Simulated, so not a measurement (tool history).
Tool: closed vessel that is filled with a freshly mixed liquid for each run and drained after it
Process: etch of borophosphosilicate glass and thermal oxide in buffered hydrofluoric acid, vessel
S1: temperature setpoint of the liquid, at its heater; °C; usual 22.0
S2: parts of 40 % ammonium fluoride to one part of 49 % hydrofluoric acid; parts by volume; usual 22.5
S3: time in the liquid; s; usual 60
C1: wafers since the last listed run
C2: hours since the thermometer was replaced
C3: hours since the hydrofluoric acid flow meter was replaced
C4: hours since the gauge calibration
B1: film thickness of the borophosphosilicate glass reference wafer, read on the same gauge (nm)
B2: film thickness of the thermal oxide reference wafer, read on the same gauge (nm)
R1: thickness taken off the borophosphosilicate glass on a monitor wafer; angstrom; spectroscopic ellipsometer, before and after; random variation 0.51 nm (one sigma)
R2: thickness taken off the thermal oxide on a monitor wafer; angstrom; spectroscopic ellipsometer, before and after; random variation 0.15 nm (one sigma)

run 1 day=0.000 | S1=22.0 S2=29.5 S3=60 | C1=0 C2=1818.2 C3=1190.8 C4=416.5 | B1=49.99 B2=139.99 | R1=594.9 R2=258.9
run 2 day=2.671 | S1=22.0 S2=29.5 S3=60 | C1=6354 C2=1882.3 C3=1254.9 C4=480.6 | B1=50.00 B2=139.99 | R1=597.7 R2=257.3
run 3 day=4.388 | S1=22.0 S2=29.5 S3=60 | C1=4084 C2=1923.5 C3=1296.1 C4=521.8 | B1=50.03 B2=140.01 | R1=595.1 R2=258.5
run 4 day=6.829 | S1=22.0 S2=22.5 S3=45 | C1=5808 C2=1982.1 C3=1354.7 C4=580.4 | B1=50.02 B2=140.01 | R1=540.6 R2=234.6
run 5 day=9.604 | S1=22.0 S2=22.5 S3=45 | C1=6601 C2=2048.7 C3=1421.3 C4=647.0 | B1=50.02 B2=140.01 | R1=544.1 R2=234.1
run 6 day=10.933 | S1=22.0 S2=22.5 S3=45 | C1=3162 C2=2080.6 C3=1453.2 C4=678.9 | B1=49.99 B2=139.99 | R1=550.6 R2=234.1
run 7 day=11.946 | S1=22.0 S2=22.5 S3=60 | C1=2408 C2=2104.9 C3=1477.5 C4=703.2 | B1=50.03 B2=139.98 | R1=727.4 R2=316.3
run 8 day=13.558 | S1=25.0 S2=22.5 S3=60 | C1=3836 C2=2143.6 C3=1516.2 C4=741.9 | B1=49.96 B2=140.00 | R1=863.5 R2=376.7
-- day=15.717 hydrofluoric acid flow meter replaced
run 9 day=15.992 | S1=25.0 S2=22.5 S3=60 | C1=5689 C2=2202.0 C3=6.6 C4=800.3 | B1=50.04 B2=140.02 | R1=848.6 R2=374.9
run 10 day=17.142 | S1=22.0 S2=26.0 S3=35 | C1=2735 C2=2229.6 C3=34.2 C4=827.9 | B1=50.00 B2=139.99 | R1=385.7 R2=168.1
run 11 day=19.383 | S1=22.0 S2=22.5 S3=60 | C1=5333 C2=2283.4 C3=88.0 C4=881.7 | B1=50.01 B2=139.99 | R1=741.3 R2=321.9
-- day=19.554 thermometer replaced
run 12 day=21.554 | S1=22.0 S2=22.5 S3=60 | C1=5065 C2=48.0 C3=140.1 C4=933.8 | B1=49.98 B2=139.98 | R1=664.8 R2=287.3
run 13 day=24.017 | S1=22.0 S2=29.5 S3=60 | C1=5858 C2=107.1 C3=199.2 C4=992.9 | B1=49.94 B2=139.98 | R1=552.5 R2=239.3
run 14 day=25.925 | S1=22.0 S2=26.0 S3=30 | C1=4540 C2=152.9 C3=245.0 C4=1038.7 | B1=50.01 B2=140.01 | R1=306.4 R2=132.1
run 15 day=27.325 | S1=20.0 S2=22.5 S3=60 | C1=3330 C2=186.5 C3=278.6 C4=1072.3 | B1=49.98 B2=140.00 | R1=610.1 R2=259.9
run 16 day=29.762 | S1=23.5 S2=22.5 S3=50 | C1=5799 C2=245.0 C3=337.1 C4=1130.8 | B1=49.94 B2=139.99 | R1=612.5 R2=266.7
-- day=32.004 gauge calibrated
run 17 day=32.071 | S1=23.5 S2=19.5 S3=60 | C1=5491 C2=300.4 C3=392.5 C4=1.6 | B1=50.02 B2=140.00 | R1=823.0 R2=351.2
run 18 day=33.521 | S1=22.0 S2=22.5 S3=60 | C1=3449 C2=335.2 C3=427.3 C4=36.4 | B1=50.02 B2=140.00 | R1=678.4 R2=294.2
run 19 day=34.579 | S1=26.0 S2=16.5 S3=60 | C1=2517 C2=360.6 C3=452.7 C4=61.8 | B1=50.03 B2=140.00 | R1=1110.4 R2=477.1
run 20 day=37.467 | S1=22.0 S2=22.5 S3=60 | C1=6869 C2=429.9 C3=522.0 C4=131.1 | B1=50.01 B2=140.00 | R1=680.0 R2=296.4
run 21 day=39.996 | S1=26.5 S2=15.0 S3=85 | C1=6017 C2=490.6 C3=582.7 C4=191.8 | B1=50.03 B2=140.01 | R1=1772.9 R2=772.4
run 22 day=42.658 | S1=22.0 S2=30.0 S3=60 | C1=6334 C2=554.5 C3=646.6 C4=255.7 | B1=50.01 B2=140.00 | R1=561.5 R2=241.6
run 23 day=45.021 | S1=22.0 S2=26.0 S3=60 | C1=5620 C2=611.2 C3=703.3 C4=312.4 | B1=49.95 B2=139.98 | R1=625.5 R2=266.0
run 24 day=46.762 | S1=22.0 S2=22.5 S3=60 | C1=4143 C2=653.0 C3=745.1 C4=354.2 | B1=50.01 B2=140.00 | R1=681.4 R2=297.1

The same runs without the tool's hidden state, with the same run-to-run variation:
The hidden state here: liquid hotter than its thermometer reads (K); hydrofluoric acid flow above the setpoint (%); gauge reads high (%).
run=1 R1=549.1 R2=238.8
run=2 R1=550.2 R2=236.6
run=3 R1=546.8 R2=237.3
run=4 R1=495.5 R2=214.9
run=5 R1=497.5 R2=213.8
run=6 R1=502.6 R2=213.5
run=7 R1=663.2 R2=288.1
run=8 R1=787.3 R2=343.1
run=9 R1=772.1 R2=340.8
run=10 R1=349.7 R2=152.3
run=11 R1=670.7 R2=291.0
run=12 R1=660.5 R2=285.4
run=13 R1=547.3 R2=237.1
run=14 R1=303.1 R2=130.7
run=15 R1=602.3 R2=256.5
run=16 R1=603.2 R2=262.7
run=17 R1=808.8 R2=345.1
run=18 R1=665.5 R2=288.6
run=19 R1=1088.7 R2=467.7
run=20 R1=664.5 R2=289.6
run=21 R1=1729.2 R2=753.2
run=22 R1=545.6 R2=234.7
run=23 R1=606.3 R2=257.7
run=24 R1=659.4 R2=287.4

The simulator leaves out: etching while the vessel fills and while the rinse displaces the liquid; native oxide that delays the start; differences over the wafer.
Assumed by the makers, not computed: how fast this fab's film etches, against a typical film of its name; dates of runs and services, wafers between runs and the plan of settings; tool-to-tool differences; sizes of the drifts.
